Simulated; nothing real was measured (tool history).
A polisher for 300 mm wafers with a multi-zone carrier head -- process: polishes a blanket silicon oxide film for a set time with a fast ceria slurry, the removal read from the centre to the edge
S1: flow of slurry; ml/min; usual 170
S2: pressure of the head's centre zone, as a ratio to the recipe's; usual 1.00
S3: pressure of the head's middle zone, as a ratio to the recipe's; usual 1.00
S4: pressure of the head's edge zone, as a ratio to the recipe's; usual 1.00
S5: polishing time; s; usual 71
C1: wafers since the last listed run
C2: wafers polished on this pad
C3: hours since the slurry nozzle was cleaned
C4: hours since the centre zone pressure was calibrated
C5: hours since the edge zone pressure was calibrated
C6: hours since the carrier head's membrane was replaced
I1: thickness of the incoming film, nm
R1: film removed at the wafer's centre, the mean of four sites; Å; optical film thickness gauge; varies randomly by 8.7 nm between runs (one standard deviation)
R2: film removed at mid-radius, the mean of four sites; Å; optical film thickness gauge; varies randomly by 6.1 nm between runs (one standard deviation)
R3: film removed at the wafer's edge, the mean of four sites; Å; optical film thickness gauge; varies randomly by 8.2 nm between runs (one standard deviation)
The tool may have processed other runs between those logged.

run,hour,S1,S2,S3,S4,S5,C1,C2,C3,C4,C5,C6,I1,R1,R2,R3
1,0.0,170,1.00,1.00,1.00,71,0,1868,235.0,14.5,418.1,74.1,3780.5,8006,7932,7958
2,40.6,125,0.89,1.11,1.00,62,236,2105,275.6,55.1,458.7,114.7,3836.2,5903,6995,6691
3,110.1,170,1.00,1.00,1.11,71,404,2509,345.1,124.6,528.2,184.2,3868.9,7722,7707,8272
4,146.3,170,1.00,1.00,1.12,57,210,2720,381.3,160.8,564.4,220.4,3804.6,6207,6159,6779
5,200.1,135,1.00,1.00,1.00,71,313,3033,435.1,214.6,618.2,274.2,3805.6,7415,7335,7646
# hour 226.5: worn pad replaced by a new one
# hour 242.2: slurry nozzle cleaned
6,265.6,170,1.00,1.00,1.00,71,352,221,23.4,280.1,683.7,339.7,3728.3,8293,8219,8152
7,327.4,125,1.00,1.00,1.12,71,359,581,85.2,341.9,745.5,401.5,3770.1,7778,7822,8500
8,372.3,170,0.95,1.00,1.08,71,261,843,130.1,386.8,790.4,446.4,3852.9,7807,8066,8537
# hour 429.9: centre zone pressure recalibrated
9,439.6,215,1.07,0.90,0.88,71,380,1223,197.4,9.7,857.7,513.7,3790.3,9044,7840,7802
10,508.7,170,0.95,1.00,1.08,71,402,1625,266.5,78.8,926.8,582.8,3826.1,7621,8082,8565
11,575.6,170,1.00,1.00,0.95,71,389,2015,333.4,145.7,993.7,649.7,3886.5,7904,7849,7774
12,622.1,170,1.00,1.00,1.00,71,270,2286,379.9,192.2,1040.2,696.2,3821.5,7889,7879,8086
# hour 657.2: slurry nozzle cleaned
# hour 666.5: edge zone pressure recalibrated
# hour 667.9: worn pad replaced by a new one
13,682.2,170,1.00,1.00,1.11,54,324,83,25.0,252.3,15.7,756.3,3738.4,6308,6221,6569
14,750.8,170,1.00,1.00,1.09,71,399,482,93.6,320.9,84.3,824.9,3843.8,8260,8118,8569
15,786.9,170,1.00,0.90,1.09,71,210,693,129.7,357.0,120.4,861.0,3824.1,8241,7607,8517
16,837.3,170,1.00,0.89,1.00,71,293,986,180.1,407.4,170.8,911.4,3749.0,8158,7352,8097
17,901.5,170,1.00,1.00,1.00,71,373,1360,244.3,471.6,235.0,975.6,3843.4,7962,7943,8021
18,955.3,170,1.00,1.00,1.00,71,313,1673,298.1,525.4,288.8,1029.4,3813.5,7969,7933,8042
# hour 980.2: centre zone pressure recalibrated
19,1002.1,170,1.00,1.00,1.00,71,260,1934,344.9,21.9,335.6,1076.2,3824.0,7926,7889,7885
20,1032.0,140,1.00,1.04,1.09,85,174,2108,374.8,51.8,365.5,1106.1,3846.0,9206,9395,9494
21,1069.3,125,1.00,1.00,1.00,71,217,2326,412.1,89.1,402.8,1143.4,3847.1,7292,7344,7502
22,1113.5,170,1.00,1.10,1.00,71,257,2583,456.3,133.3,447.0,1187.6,3758.1,7620,8263,7781
23,1154.1,170,0.92,1.00,1.00,71,236,2820,496.9,173.9,487.6,1228.2,3817.7,7064,7687,7707

Predict each of these 3 candidate next runs independently; none follows another, all start after run 23:
A,1154.5,170,1.00,1.00,1.00,71,2,2822,497.3,174.3,488.0,1228.6,3856.0,?,?,?
B,1154.5,170,1.00,1.04,1.00,87,2,2822,497.3,174.3,488.0,1228.6,3856.0,?,?,?
C,1154.5,135,1.00,1.04,1.06,64,2,2822,497.3,174.3,488.0,1228.6,3856.0,?,?,?

run,R1,R2,R3
A,7557,7717,7910
B,9263,9742,9688
C,6464,6847,7110
What these runs would have given with no unlogged condition in the tool:
run,R1,R2,R3
A,8317,8394,8396
B,10194,10597,10283
C,7241,7558,7612
